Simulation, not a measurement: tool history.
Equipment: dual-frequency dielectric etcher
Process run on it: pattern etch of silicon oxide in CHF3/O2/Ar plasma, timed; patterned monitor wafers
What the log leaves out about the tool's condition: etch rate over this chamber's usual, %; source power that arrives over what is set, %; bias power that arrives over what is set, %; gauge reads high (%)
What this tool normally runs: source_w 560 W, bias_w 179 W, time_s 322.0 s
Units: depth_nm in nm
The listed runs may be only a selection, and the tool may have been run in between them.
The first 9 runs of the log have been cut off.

run,hour,source_w,bias_w,time_s,wafers since the last listed run,hours since the last wet clean,hours since the last source power generator calibration,hours since the last bias power generator calibration,hours since the last upper electrode change,hours since the gauge calibration,"read-back reference wafer on the same gauge, depth_nm",depth_nm
10,144.4,560,179,322.0,80,24.0,4622.2,5153.4,5524.9,202.5,538.7,645.6
11,158.7,560,179,322.0,93,38.3,4636.5,5167.7,5539.2,216.8,538.7,633.0
12,174.3,620,179,322.0,101,53.9,4652.1,5183.3,5554.8,232.4,538.0,668.9
13,186.1,460,210,348.0,76,65.7,4663.9,5195.1,5566.6,244.2,539.7,657.9
14,193.8,460,179,322.0,50,73.4,4671.6,5202.8,5574.3,251.9,539.6,587.8
15,211.3,660,137,322.0,114,90.9,4689.1,5220.3,5591.8,269.4,537.4,637.9
16,228.9,560,135,414.0,114,108.5,4706.7,5237.9,5609.4,287.0,540.3,763.6
17,240.7,560,179,322.0,76,120.3,4718.5,5249.7,5621.2,298.8,539.3,640.8
# hour 263.7: bias power generator calibrated
# hour 272.4: upper electrode replaced, of another model than before
# hour 272.4: gauge calibrated
18,272.9,560,179,322.0,126,152.5,4750.7,9.2,0.5,0.5,539.1,628.0
19,273.3,560,179,322.0,2,152.9,4751.1,9.6,0.9,0.9,538.5,632.4
20,273.7,560,179,322.0,2,153.3,4751.5,10.0,1.3,1.3,540.7,633.3
21,274.1,560,179,362.0,2,153.7,4751.9,10.4,1.7,1.7,539.9,711.3
# hour 281.1: source power generator calibrated
22,284.3,560,219,274.5,40,163.9,3.2,20.6,11.9,11.9,538.4,560.5
23,298.0,520,141,322.0,89,177.6,16.9,34.3,25.6,25.6,538.2,579.3
24,306.6,630,165,322.0,56,186.2,25.5,42.9,34.2,34.2,537.9,664.4
25,321.6,560,179,322.0,97,201.2,40.5,57.9,49.2,49.2,538.8,627.2
26,333.1,520,216,377.0,74,212.7,52.0,69.4,60.7,60.7,538.5,729.4
27,350.7,560,179,255.0,114,230.3,69.6,87.0,78.3,78.3,539.5,494.6
28,364.8,560,179,322.0,91,244.4,83.7,101.1,92.4,92.4,537.9,623.0
29,375.9,560,210,409.0,72,255.5,94.8,112.2,103.5,103.5,539.4,814.5
30,383.6,520,204,322.0,50,263.2,102.5,119.9,111.2,111.2,538.3,611.2
31,398.4,430,179,322.0,96,278.0,117.3,134.7,126.0,126.0,538.8,521.4

3 ways to go on from here, each from the tool as it stands after run 31. What would each give?
A,398.9,560,179,322.0,3,278.5,117.8,135.2,126.5,126.5,?,?
B,398.9,630,206,379.5,3,278.5,117.8,135.2,126.5,126.5,?,?
C,398.9,560,152,414.0,3,278.5,117.8,135.2,126.5,126.5,?,?

run,"read-back reference wafer on the same gauge, depth_nm",depth_nm
A,537.5,631.4
B,537.5,817.5
C,537.5,790.1
Had the tool no hidden state, the same runs would have come out as:
run,depth_nm
A,648.1
B,839.1
C,811.0

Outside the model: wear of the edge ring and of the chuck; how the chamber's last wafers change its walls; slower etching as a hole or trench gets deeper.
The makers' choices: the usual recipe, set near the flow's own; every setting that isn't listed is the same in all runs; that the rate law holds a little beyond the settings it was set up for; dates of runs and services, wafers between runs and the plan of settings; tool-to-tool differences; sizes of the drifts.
